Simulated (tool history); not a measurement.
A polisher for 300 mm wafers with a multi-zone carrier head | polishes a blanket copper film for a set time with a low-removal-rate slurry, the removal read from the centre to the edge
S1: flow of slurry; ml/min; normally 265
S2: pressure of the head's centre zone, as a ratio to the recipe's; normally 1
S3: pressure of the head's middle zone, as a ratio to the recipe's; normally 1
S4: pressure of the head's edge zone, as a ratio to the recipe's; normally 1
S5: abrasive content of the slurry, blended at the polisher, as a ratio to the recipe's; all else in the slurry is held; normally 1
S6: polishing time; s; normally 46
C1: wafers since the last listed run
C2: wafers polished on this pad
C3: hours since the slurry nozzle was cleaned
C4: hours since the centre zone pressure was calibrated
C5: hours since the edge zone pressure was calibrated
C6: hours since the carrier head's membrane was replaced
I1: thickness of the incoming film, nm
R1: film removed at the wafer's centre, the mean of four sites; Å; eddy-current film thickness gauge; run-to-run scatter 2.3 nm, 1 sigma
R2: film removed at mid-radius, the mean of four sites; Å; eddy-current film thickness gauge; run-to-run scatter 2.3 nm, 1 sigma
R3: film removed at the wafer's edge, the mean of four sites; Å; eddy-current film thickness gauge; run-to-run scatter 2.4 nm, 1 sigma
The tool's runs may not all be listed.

run,hour,S1,S2,S3,S4,S5,S6,C1,C2,C3,C4,C5,C6,I1,R1,R2,R3
1,0,335,1,1,1,1,46,0,62,733.3,1293.8,630.6,1088.2,1418.5,2022,2049,2101
2,16.7,335,1,1,1,1,46,120,183,750,1310.5,647.3,1104.9,1397.4,2038,2042,2068
3,32.5,265,1.05,1,1,1,46,113,297,765.8,1326.3,663.1,1120.7,1417.7,2067,1988,2065
4,49.3,265,1.05,1,1,1,46,120,417,782.6,1343.1,679.9,1137.5,1435.2,2087,2025,2070
5,63,265,1,1,1,1,46,98,516,796.3,1356.8,693.6,1151.2,1408,2009,1994,2082
6,78.4,265,1,1,1,1,46,110,627,811.7,1372.2,709,1166.6,1407.4,2020,2054,2088
# hour 86.9: edge zone pressure recalibrated
# hour 90.5: slurry nozzle cleaned
# hour 91.5: worn pad replaced by a new one
# hour 94.3: carrier head's membrane replaced by a new one
7,94.8,265,1,1,1,1,46,68,3,4.3,1388.6,7.9,0.5,1389.8,2000,1998,2100
8,102.6,265,1,1,1,1,46,56,59,12.1,1396.4,15.7,8.3,1392.1,1972,2009,2057
# hour 111.9: centre zone pressure recalibrated
9,117.3,265,1,1,1,1,46,91,151,26.8,5.4,30.4,23,1425.1,2047,2031,2098
10,131.6,265,1,1,1,0.7,40,102,254,41.1,19.7,44.7,37.3,1418.4,1623,1671,1668
11,138.9,190,1,1,1,1,46,52,306,48.4,27,52,44.6,1404,1945,1958,2053
12,145.8,295,1.04,1,1.04,1,62,49,356,55.3,33.9,58.9,51.5,1393.3,2869,2760,2878
13,163.3,265,1,1.04,1,1,46,126,482,72.8,51.4,76.4,69,1405,1981,2081,2090
14,171,265,0.95,1.08,1,1,46,55,537,80.5,59.1,84.1,76.7,1420.5,1919,2157,2048
15,180.7,265,0.91,1,1,1.25,46,69,607,90.2,68.8,93.8,86.4,1427.8,1912,2053,2189
# hour 198.2: worn pad replaced by a new one
16,198.7,345,0.94,1.11,1,1,46,100,3,108.2,86.8,111.8,104.4,1411.1,1937,2250,2088

Branching from run 16: 5 alternative next runs. What would each branch give?
A,199.1,265,1,1,1,1,46,2,6,108.6,87.2,112.2,104.8,1391.8,?,?,?
B,199.1,265,1.08,1,1.06,1.1,32,2,6,108.6,87.2,112.2,104.8,1391.8,?,?,?
C,199.1,180,1,1.07,0.96,0.85,46,2,6,108.6,87.2,112.2,104.8,1391.8,?,?,?
D,199.1,265,1,1.1,1,1,46,2,6,108.6,87.2,112.2,104.8,1391.8,?,?,?
E,199.1,310,1,0.95,1,1.1,46,2,6,108.6,87.2,112.2,104.8,1391.8,?,?,?

run,R1,R2,R3
A,2030,2046,2100
B,1552,1447,1529
C,1907,2041,1954
D,2031,2217,2097
E,2091,2018,2157
With the hidden condition removed and each run's random variation left untouched, the same runs would have given:
run,R1,R2,R3
A,2030,2046,2100
B,1552,1447,1529
C,1907,2041,1954
D,2031,2217,2097
E,2091,2018,2157

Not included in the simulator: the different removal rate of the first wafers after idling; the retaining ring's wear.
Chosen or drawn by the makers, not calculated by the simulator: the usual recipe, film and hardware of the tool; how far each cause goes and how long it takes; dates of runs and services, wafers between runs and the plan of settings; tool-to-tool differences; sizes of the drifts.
